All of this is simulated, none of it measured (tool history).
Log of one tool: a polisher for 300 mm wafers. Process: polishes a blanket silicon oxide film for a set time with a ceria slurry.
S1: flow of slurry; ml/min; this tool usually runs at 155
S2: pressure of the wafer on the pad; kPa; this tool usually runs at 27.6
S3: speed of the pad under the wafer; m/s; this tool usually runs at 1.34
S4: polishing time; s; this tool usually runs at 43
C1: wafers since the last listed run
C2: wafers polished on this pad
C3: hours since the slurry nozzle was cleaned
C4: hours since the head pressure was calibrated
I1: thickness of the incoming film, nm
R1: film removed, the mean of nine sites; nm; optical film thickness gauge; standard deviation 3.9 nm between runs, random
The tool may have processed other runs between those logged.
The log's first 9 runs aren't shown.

run,hour,S1,S2,S3,S4,C1,C2,C3,C4,I1,R1
# hour 504.1: head pressure recalibrated
10,565.2,155,27.6,1.34,39,1093,2916,391.5,61.1,941.4,251.8
11,614.5,155,27.6,1.34,39,748,3664,440.8,110.4,943.2,258.3
# hour 657.7: slurry nozzle cleaned
12,669.8,155,27.6,1.34,39,824,4489,12.1,165.7,925.5,255.4
13,731.7,155,27.6,1.34,43,939,5428,74.0,227.6,926.1,279.9
14,805.8,155,27.6,1.34,43,1124,6553,148.1,301.7,925.8,289.5
# hour 857.9: worn pad replaced by a new one
15,863.4,155,27.6,1.34,43,813,83,205.7,359.3,924.7,291.6
16,940.1,130,27.6,1.66,43,1164,1247,282.4,436.0,924.3,314.9
# hour 973.4: head pressure recalibrated
17,988.2,130,27.6,1.66,43,699,1947,330.5,14.8,939.2,295.3
18,1076.6,155,24.8,1.58,34,1342,3289,418.9,103.2,934.6,224.8
# hour 1094.2: slurry nozzle cleaned
19,1181.5,155,23.4,1.34,43,1577,4867,87.3,208.1,922.3,250.1
20,1237.9,110,27.6,1.34,43,856,5723,143.7,264.5,939.2,261.8
21,1289.4,125,32.4,1.50,36,781,6505,195.2,316.0,930.6,281.1
22,1336.9,175,21.4,1.56,43,721,7226,242.7,363.5,913.8,268.5
# hour 1392.0: worn pad replaced by a new one
23,1402.1,195,34.5,1.14,49,929,153,307.9,428.7,933.4,356.9
24,1452.9,180,31.7,1.14,35,771,924,358.7,479.5,920.4,248.6
25,1558.1,155,27.6,1.34,39,1597,2521,463.9,584.7,920.9,260.3
# hour 1593.3: head pressure recalibrated
# hour 1620.4: slurry nozzle cleaned
26,1639.0,155,31.0,1.34,43,1182,3704,18.6,45.7,930.1,290.6
27,1704.1,155,27.6,1.34,52,988,4692,83.7,110.8,921.4,340.1
28,1754.0,105,33.8,1.80,55,757,5450,133.6,160.7,933.4,473.8
29,1825.8,155,34.5,1.10,55,1090,6540,205.4,232.5,931.5,385.4
# hour 1867.2: worn pad replaced by a new one
30,1899.8,155,27.6,1.34,55,1062,495,279.4,306.5,945.1,371.5
31,1936.2,155,24.1,1.34,43,552,1048,315.8,342.9,915.8,269.7
32,1994.1,125,27.6,1.72,38,878,1927,373.7,400.8,922.7,285.4

Run 33, settings as shown, results not yet in. Your forecast:
# hour 2052.1: slurry nozzle cleaned
33,2060.8,200,27.6,1.52,43,997,2924,8.7,467.5,923.8,?

{"run 33": {"R1": 327.5}}
Take away the tool's hidden state, keep the run-to-run variation as it was, and the same run would have given R1 303.0 nm.

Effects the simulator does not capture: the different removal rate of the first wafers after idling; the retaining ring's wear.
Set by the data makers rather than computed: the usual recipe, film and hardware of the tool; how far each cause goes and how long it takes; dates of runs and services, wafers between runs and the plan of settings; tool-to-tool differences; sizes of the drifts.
